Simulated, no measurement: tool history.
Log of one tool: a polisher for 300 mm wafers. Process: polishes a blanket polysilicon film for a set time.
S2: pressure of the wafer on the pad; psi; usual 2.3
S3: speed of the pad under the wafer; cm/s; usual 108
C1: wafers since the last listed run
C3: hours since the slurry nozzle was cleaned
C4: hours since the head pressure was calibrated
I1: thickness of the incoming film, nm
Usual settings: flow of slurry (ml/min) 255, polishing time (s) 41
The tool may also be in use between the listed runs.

{"run": 1, "hour": 0.0, "flow of slurry (ml/min)": 255, "S2": 2.3, "S3": 108, "polishing time (s)": 41, "C1": 0, "wafers polished on this pad": 1965, "C3": 118.4, "C4": 161.3, "I1": 1426.3, "film removed (Å)": 2858}
{"run": 2, "hour": 54.6, "flow of slurry (ml/min)": 255, "S2": 2.3, "S3": 108, "polishing time (s)": 41, "C1": 742, "wafers polished on this pad": 2707, "C3": 173.0, "C4": 215.9, "I1": 1368.3, "film removed (Å)": 2887}
{"run": 3, "hour": 108.6, "flow of slurry (ml/min)": 255, "S2": 2.3, "S3": 108, "polishing time (s)": 41, "C1": 733, "wafers polished on this pad": 3441, "C3": 227.0, "C4": 269.9, "I1": 1426.9, "film removed (Å)": 2881}
{"run": 4, "hour": 189.2, "flow of slurry (ml/min)": 255, "S2": 2.0, "S3": 108, "polishing time (s)": 34, "C1": 1095, "wafers polished on this pad": 4537, "C3": 307.6, "C4": 350.5, "I1": 1399.1, "film removed (Å)": 2113}
{"run": 5, "hour": 228.2, "flow of slurry (ml/min)": 255, "S2": 2.0, "S3": 108, "polishing time (s)": 34, "C1": 530, "wafers polished on this pad": 5067, "C3": 346.6, "C4": 389.5, "I1": 1402.6, "film removed (Å)": 2164}
{"hour": 279.1, "done": "worn pad replaced by a new one"}
{"hour": 294.6, "done": "slurry nozzle cleaned"}
{"run": 6, "hour": 311.6, "flow of slurry (ml/min)": 255, "S2": 2.0, "S3": 108, "polishing time (s)": 34, "C1": 1065, "wafers polished on this pad": 427, "C3": 17.0, "C4": 472.9, "I1": 1405.8, "film removed (Å)": 2130}
{"run": 7, "hour": 389.9, "flow of slurry (ml/min)": 255, "S2": 2.0, "S3": 90, "polishing time (s)": 41, "C1": 1064, "wafers polished on this pad": 1491, "C3": 95.3, "C4": 551.2, "I1": 1386.8, "film removed (Å)": 2327}
{"run": 8, "hour": 460.2, "flow of slurry (ml/min)": 255, "S2": 2.0, "S3": 90, "polishing time (s)": 41, "C1": 955, "wafers polished on this pad": 2447, "C3": 165.6, "C4": 621.5, "I1": 1404.6, "film removed (Å)": 2322}
{"run": 9, "hour": 533.3, "flow of slurry (ml/min)": 255, "S2": 2.0, "S3": 90, "polishing time (s)": 41, "C1": 993, "wafers polished on this pad": 3441, "C3": 238.7, "C4": 694.6, "I1": 1401.4, "film removed (Å)": 2285}
{"run": 10, "hour": 723.1, "flow of slurry (ml/min)": 290, "S2": 2.3, "S3": 108, "polishing time (s)": 41, "C1": 2579, "wafers polished on this pad": 6020, "C3": 428.5, "C4": 884.4, "I1": 1407.7, "film removed (Å)": 3136}
{"hour": 729.9, "done": "worn pad replaced by a new one, of another model than before"}
{"hour": 789.7, "done": "slurry nozzle cleaned"}
{"run": 11, "hour": 907.8, "flow of slurry (ml/min)": 290, "S2": 2.3, "S3": 108, "polishing time (s)": 41, "C1": 2442, "wafers polished on this pad": 2403, "C3": 118.1, "C4": 1069.1, "I1": 1384.4, "film removed (Å)": 2966}
{"run": 12, "hour": 953.7, "flow of slurry (ml/min)": 290, "S2": 2.3, "S3": 108, "polishing time (s)": 41, "C1": 623, "wafers polished on this pad": 3027, "C3": 164.0, "C4": 1115.0, "I1": 1411.9, "film removed (Å)": 2925}
{"run": 13, "hour": 1011.8, "flow of slurry (ml/min)": 230, "S2": 2.3, "S3": 108, "polishing time (s)": 41, "C1": 789, "wafers polished on this pad": 3817, "C3": 222.1, "C4": 1173.1, "I1": 1398.0, "film removed (Å)": 2812}
{"run": 14, "hour": 1072.1, "flow of slurry (ml/min)": 230, "S2": 2.3, "S3": 108, "polishing time (s)": 41, "C1": 819, "wafers polished on this pad": 4637, "C3": 282.4, "C4": 1233.4, "I1": 1392.9, "film removed (Å)": 2952}
{"hour": 1137.1, "done": "worn pad replaced by a new one"}
{"run": 15, "hour": 1153.1, "flow of slurry (ml/min)": 255, "S2": 2.3, "S3": 108, "polishing time (s)": 41, "C1": 1046, "wafers polished on this pad": 217, "C3": 363.4, "C4": 1314.4, "I1": 1395.1, "film removed (Å)": 2910}
{"run": 16, "hour": 1229.4, "flow of slurry (ml/min)": 255, "S2": 2.3, "S3": 108, "polishing time (s)": 35, "C1": 1037, "wafers polished on this pad": 1254, "C3": 439.7, "C4": 1390.7, "I1": 1379.8, "film removed (Å)": 2495}
{"hour": 1277.3, "done": "slurry nozzle cleaned"}
{"run": 17, "hour": 1316.7, "flow of slurry (ml/min)": 280, "S2": 2.3, "S3": 108, "polishing time (s)": 37, "C1": 1172, "wafers polished on this pad": 2427, "C3": 39.4, "C4": 1478.0, "I1": 1395.7, "film removed (Å)": 2645}
{"hour": 1340.1, "done": "head pressure recalibrated"}
{"run": 18, "hour": 1419.7, "flow of slurry (ml/min)": 165, "S2": 2.3, "S3": 138, "polishing time (s)": 41, "C1": 1372, "wafers polished on this pad": 3800, "C3": 142.4, "C4": 79.6, "I1": 1400.9, "film removed (Å)": 3428}
{"run": 19, "hour": 1502.7, "flow of slurry (ml/min)": 320, "S2": 2.3, "S3": 130, "polishing time (s)": 48, "C1": 1128, "wafers polished on this pad": 4928, "C3": 225.4, "C4": 162.6, "I1": 1411.1, "film removed (Å)": 3868}
{"hour": 1511.9, "done": "worn pad replaced by a new one"}
{"run": 20, "hour": 1578.1, "flow of slurry (ml/min)": 255, "S2": 2.3, "S3": 108, "polishing time (s)": 41, "C1": 970, "wafers polished on this pad": 900, "C3": 300.8, "C4": 238.0, "I1": 1415.0, "film removed (Å)": 2814}
{"run": 21, "hour": 1615.4, "flow of slurry (ml/min)": 255, "S2": 2.3, "S3": 108, "polishing time (s)": 41, "C1": 506, "wafers polished on this pad": 1407, "C3": 338.1, "C4": 275.3, "I1": 1404.9, "film removed (Å)": 2948}
{"run": 22, "hour": 1707.1, "flow of slurry (ml/min)": 310, "S2": 3.1, "S3": 144, "polishing time (s)": 45, "C1": 1246, "wafers polished on this pad": 2653, "C3": 429.8, "C4": 367.0, "I1": 1393.0, "film removed (Å)": 4991}
{"hour": 1728.5, "done": "slurry nozzle cleaned"}
{"run": 23, "hour": 1804.1, "flow of slurry (ml/min)": 195, "S2": 2.0, "S3": 108, "polishing time (s)": 41, "C1": 1304, "wafers polished on this pad": 3958, "C3": 75.6, "C4": 464.0, "I1": 1404.7, "film removed (Å)": 2613}
{"run": 24, "hour": 1864.3, "flow of slurry (ml/min)": 310, "S2": 2.9, "S3": 90, "polishing time (s)": 50, "C1": 818, "wafers polished on this pad": 4776, "C3": 135.8, "C4": 524.2, "I1": 1414.7, "film removed (Å)": 3447}
{"hour": 1915.7, "done": "worn pad replaced by a new one"}
{"run": 25, "hour": 1916.2, "flow of slurry (ml/min)": 255, "S2": 2.3, "S3": 108, "polishing time (s)": 41, "C1": 651, "wafers polished on this pad": 6, "C3": 187.7, "C4": 576.1, "I1": 1405.2, "film removed (Å)": 2868}
{"run": 26, "hour": 1994.8, "flow of slurry (ml/min)": 255, "S2": 2.3, "S3": 122, "polishing time (s)": 27, "C1": 1068, "wafers polished on this pad": 1074, "C3": 266.3, "C4": 654.7, "I1": 1390.2, "film removed (Å)": 2171}
{"run": 27, "hour": 2041.5, "flow of slurry (ml/min)": 255, "S2": 2.3, "S3": 108, "polishing time (s)": 41, "C1": 634, "wafers polished on this pad": 1709, "C3": 313.0, "C4": 701.4, "I1": 1394.8, "film removed (Å)": 2838}
{"run": 28, "hour": 2079.2, "flow of slurry (ml/min)": 255, "S2": 2.7, "S3": 108, "polishing time (s)": 41, "C1": 512, "wafers polished on this pad": 2222, "C3": 350.7, "C4": 739.1, "I1": 1413.0, "film removed (Å)": 3295}
{"run": 29, "hour": 2167.0, "flow of slurry (ml/min)": 320, "S2": 1.5, "S3": 108, "polishing time (s)": 41, "C1": 1193, "wafers polished on this pad": 3415, "C3": 438.5, "C4": 826.9, "I1": 1404.6, "film removed (Å)": 2355}

3 ways to go on from here, each from the tool as it stands after run 29. What would each give?
{"run": "A", "hour": 2167.4, "flow of slurry (ml/min)": 255, "S2": 2.3, "S3": 108, "polishing time (s)": 55, "C1": 5, "wafers polished on this pad": 3420, "C3": 438.9, "C4": 827.3, "I1": 1394.9, "film removed (Å)": "?"}
{"run": "B", "hour": 2167.4, "flow of slurry (ml/min)": 215, "S2": 2.5, "S3": 138, "polishing time (s)": 52, "C1": 5, "wafers polished on this pad": 3420, "C3": 438.9, "C4": 827.3, "I1": 1394.9, "film removed (Å)": "?"}
{"run": "C", "hour": 2167.4, "flow of slurry (ml/min)": 220, "S2": 2.9, "S3": 138, "polishing time (s)": 35, "C1": 5, "wafers polished on this pad": 3420, "C3": 438.9, "C4": 827.3, "I1": 1394.9, "film removed (Å)": "?"}

run=A film_removed_(Å)=3866
run=B film_removed_(Å)=4860
run=C film_removed_(Å)=3598
Without the tool's hidden state the same runs would have given:
run=A film_removed_(Å)=3635
run=B film_removed_(Å)=4570
run=C film_removed_(Å)=3383
